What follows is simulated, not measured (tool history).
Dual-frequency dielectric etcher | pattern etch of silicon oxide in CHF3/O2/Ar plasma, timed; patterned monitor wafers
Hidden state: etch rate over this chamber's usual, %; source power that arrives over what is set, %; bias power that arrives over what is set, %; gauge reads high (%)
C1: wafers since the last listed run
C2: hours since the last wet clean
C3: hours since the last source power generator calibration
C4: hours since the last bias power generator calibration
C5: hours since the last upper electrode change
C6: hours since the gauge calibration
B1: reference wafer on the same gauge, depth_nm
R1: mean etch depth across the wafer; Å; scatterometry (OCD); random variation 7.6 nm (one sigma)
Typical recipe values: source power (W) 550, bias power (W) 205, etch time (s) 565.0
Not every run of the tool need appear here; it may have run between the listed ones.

{"run": 1, "day": 0.0, "source power (W)": 550, "bias power (W)": 241, "etch time (s)": 449.0, "C1": 0, "C2": 302.0, "C3": 3742.3, "C4": 45.0, "C5": 2389.3, "C6": 54.6, "B1": 1284.4, "R1": 9733}
{"run": 2, "day": 1.25, "source power (W)": 550, "bias power (W)": 241, "etch time (s)": 449.0, "C1": 62, "C2": 332.0, "C3": 3772.3, "C4": 75.0, "C5": 2419.3, "C6": 84.6, "B1": 1280.0, "R1": 9573}
{"run": 3, "day": 2.808, "source power (W)": 550, "bias power (W)": 205, "etch time (s)": 565.0, "C1": 78, "C2": 369.4, "C3": 3809.7, "C4": 112.4, "C5": 2456.7, "C6": 122.0, "B1": 1282.8, "R1": 11298}
{"run": 4, "day": 5.65, "source power (W)": 550, "bias power (W)": 205, "etch time (s)": 565.0, "C1": 143, "C2": 437.6, "C3": 3877.9, "C4": 180.6, "C5": 2524.9, "C6": 190.2, "B1": 1276.7, "R1": 11206}
{"run": 5, "day": 7.429, "source power (W)": 460, "bias power (W)": 205, "etch time (s)": 492.5, "C1": 89, "C2": 480.3, "C3": 3920.6, "C4": 223.3, "C5": 2567.6, "C6": 232.9, "B1": 1280.9, "R1": 8995}
{"day": 11.1, "done": "wet clean of the chamber"}
{"run": 6, "day": 11.121, "source power (W)": 610, "bias power (W)": 181, "etch time (s)": 684.0, "C1": 135, "C2": 0.5, "C3": 4009.2, "C4": 311.9, "C5": 2656.2, "C6": 321.5, "B1": 1280.3, "R1": 14006}
{"run": 7, "day": 12.183, "source power (W)": 550, "bias power (W)": 241, "etch time (s)": 449.0, "C1": 53, "C2": 26.0, "C3": 4034.7, "C4": 337.4, "C5": 2681.7, "C6": 347.0, "B1": 1280.8, "R1": 9722}
{"run": 8, "day": 20.488, "source power (W)": 550, "bias power (W)": 205, "etch time (s)": 565.0, "C1": 418, "C2": 225.3, "C3": 4234.0, "C4": 536.7, "C5": 2881.0, "C6": 546.3, "B1": 1279.7, "R1": 11263}
{"run": 9, "day": 23.171, "source power (W)": 500, "bias power (W)": 181, "etch time (s)": 481.5, "C1": 135, "C2": 289.7, "C3": 4298.4, "C4": 601.1, "C5": 2945.4, "C6": 610.7, "B1": 1284.1, "R1": 8781}
{"run": 10, "day": 25.017, "source power (W)": 450, "bias power (W)": 192, "etch time (s)": 473.5, "C1": 92, "C2": 334.0, "C3": 4342.7, "C4": 645.4, "C5": 2989.7, "C6": 655.0, "B1": 1281.4, "R1": 8420}
{"run": 11, "day": 27.3, "source power (W)": 450, "bias power (W)": 186, "etch time (s)": 441.0, "C1": 115, "C2": 388.8, "C3": 4397.5, "C4": 700.2, "C5": 3044.5, "C6": 709.8, "B1": 1277.2, "R1": 7689}
{"run": 12, "day": 28.542, "source power (W)": 550, "bias power (W)": 236, "etch time (s)": 504.5, "C1": 62, "C2": 418.6, "C3": 4427.3, "C4": 730.0, "C5": 3074.3, "C6": 739.6, "B1": 1280.4, "R1": 10709}
{"day": 29.133, "done": "source power generator calibrated"}
{"run": 13, "day": 30.392, "source power (W)": 550, "bias power (W)": 182, "etch time (s)": 676.0, "C1": 84, "C2": 463.0, "C3": 30.2, "C4": 774.4, "C5": 3118.7, "C6": 784.0, "B1": 1278.8, "R1": 12712}
{"run": 14, "day": 31.4, "source power (W)": 550, "bias power (W)": 205, "etch time (s)": 565.0, "C1": 50, "C2": 487.2, "C3": 54.4, "C4": 798.6, "C5": 3142.9, "C6": 808.2, "B1": 1281.6, "R1": 11079}
{"day": 33.65, "done": "wet clean of the chamber"}
{"run": 15, "day": 33.671, "source power (W)": 660, "bias power (W)": 177, "etch time (s)": 642.0, "C1": 64, "C2": 0.5, "C3": 108.9, "C4": 853.1, "C5": 3197.4, "C6": 862.7, "B1": 1282.6, "R1": 13456}
{"run": 16, "day": 34.754, "source power (W)": 490, "bias power (W)": 252, "etch time (s)": 422.5, "C1": 54, "C2": 26.5, "C3": 134.9, "C4": 879.1, "C5": 3223.4, "C6": 888.7, "B1": 1279.2, "R1": 8883}
{"run": 17, "day": 35.829, "source power (W)": 550, "bias power (W)": 205, "etch time (s)": 565.0, "C1": 54, "C2": 52.3, "C3": 160.7, "C4": 904.9, "C5": 3249.2, "C6": 914.5, "B1": 1278.1, "R1": 11545}
{"run": 18, "day": 38.275, "source power (W)": 550, "bias power (W)": 205, "etch time (s)": 565.0, "C1": 123, "C2": 111.0, "C3": 219.4, "C4": 963.6, "C5": 3307.9, "C6": 973.2, "B1": 1281.7, "R1": 11616}
{"day": 40.258, "done": "upper electrode replaced"}
{"run": 19, "day": 41.021, "source power (W)": 550, "bias power (W)": 205, "etch time (s)": 565.0, "C1": 87, "C2": 176.9, "C3": 285.3, "C4": 1029.5, "C5": 18.3, "C6": 1039.1, "B1": 1281.6, "R1": 11473}
{"run": 20, "day": 42.196, "source power (W)": 550, "bias power (W)": 242, "etch time (s)": 565.0, "C1": 59, "C2": 205.1, "C3": 313.5, "C4": 1057.7, "C5": 46.5, "C6": 1067.3, "B1": 1279.9, "R1": 12228}
{"run": 21, "day": 43.921, "source power (W)": 550, "bias power (W)": 205, "etch time (s)": 565.0, "C1": 86, "C2": 246.5, "C3": 354.9, "C4": 1099.1, "C5": 87.9, "C6": 1108.7, "B1": 1281.2, "R1": 11183}
{"run": 22, "day": 45.817, "source power (W)": 500, "bias power (W)": 221, "etch time (s)": 404.0, "C1": 95, "C2": 292.0, "C3": 400.4, "C4": 1144.6, "C5": 133.4, "C6": 1154.2, "B1": 1281.8, "R1": 8001}
{"run": 23, "day": 51.125, "source power (W)": 550, "bias power (W)": 205, "etch time (s)": 565.0, "C1": 267, "C2": 419.4, "C3": 527.8, "C4": 1272.0, "C5": 260.8, "C6": 1281.6, "B1": 1277.8, "R1": 11367}
{"day": 58.154, "done": "wet clean of the chamber"}
{"run": 24, "day": 58.671, "source power (W)": 550, "bias power (W)": 205, "etch time (s)": 565.0, "C1": 329, "C2": 12.4, "C3": 708.9, "C4": 1453.1, "C5": 441.9, "C6": 1462.7, "B1": 1281.7, "R1": 11707}
{"run": 25, "day": 60.692, "source power (W)": 550, "bias power (W)": 205, "etch time (s)": 565.0, "C1": 101, "C2": 60.9, "C3": 757.4, "C4": 1501.6, "C5": 490.4, "C6": 1511.2, "B1": 1279.7, "R1": 11503}
{"run": 26, "day": 61.725, "source power (W)": 620, "bias power (W)": 158, "etch time (s)": 565.0, "C1": 52, "C2": 85.7, "C3": 782.2, "C4": 1526.4, "C5": 515.2, "C6": 1536.0, "B1": 1279.1, "R1": 11049}
{"run": 27, "day": 63.542, "source power (W)": 470, "bias power (W)": 205, "etch time (s)": 493.0, "C1": 91, "C2": 129.3, "C3": 825.8, "C4": 1570.0, "C5": 558.8, "C6": 1579.6, "B1": 1279.8, "R1": 9333}
{"run": 28, "day": 65.3, "source power (W)": 680, "bias power (W)": 240, "etch time (s)": 685.0, "C1": 88, "C2": 171.5, "C3": 868.0, "C4": 1612.2, "C5": 601.0, "C6": 1621.8, "B1": 1275.9, "R1": 16225}

Selected run-to-run steps in R1, each split into two signed amounts: the part the tool would show with no hidden state at all (from settings, incoming material and random variation), and the remainder, which goes to the hidden state together with any gauge scatter not common to the measured and the hidden-state-free results:
Run 5 -> 6: source power (W) 460 -> 610, bias power (W) 205 -> 181, etch time (s) 492.5 -> 684.0, wet clean of the chamber. R1 +5011 Å: hidden state +297, all else +4714.
Run 14 -> 15: source power (W) 550 -> 660, bias power (W) 205 -> 177, etch time (s) 565.0 -> 642.0, wet clean of the chamber. R1 +2377 Å: hidden state +458, all else +1919.
Run 23 -> 24: wet clean of the chamber. R1 +340 Å: hidden state +396, all else -56.
Run 27 -> 28: source power (W) 470 -> 680, bias power (W) 205 -> 240, etch time (s) 493.0 -> 685.0. R1 +6892 Å: hidden state -158, all else +7050.

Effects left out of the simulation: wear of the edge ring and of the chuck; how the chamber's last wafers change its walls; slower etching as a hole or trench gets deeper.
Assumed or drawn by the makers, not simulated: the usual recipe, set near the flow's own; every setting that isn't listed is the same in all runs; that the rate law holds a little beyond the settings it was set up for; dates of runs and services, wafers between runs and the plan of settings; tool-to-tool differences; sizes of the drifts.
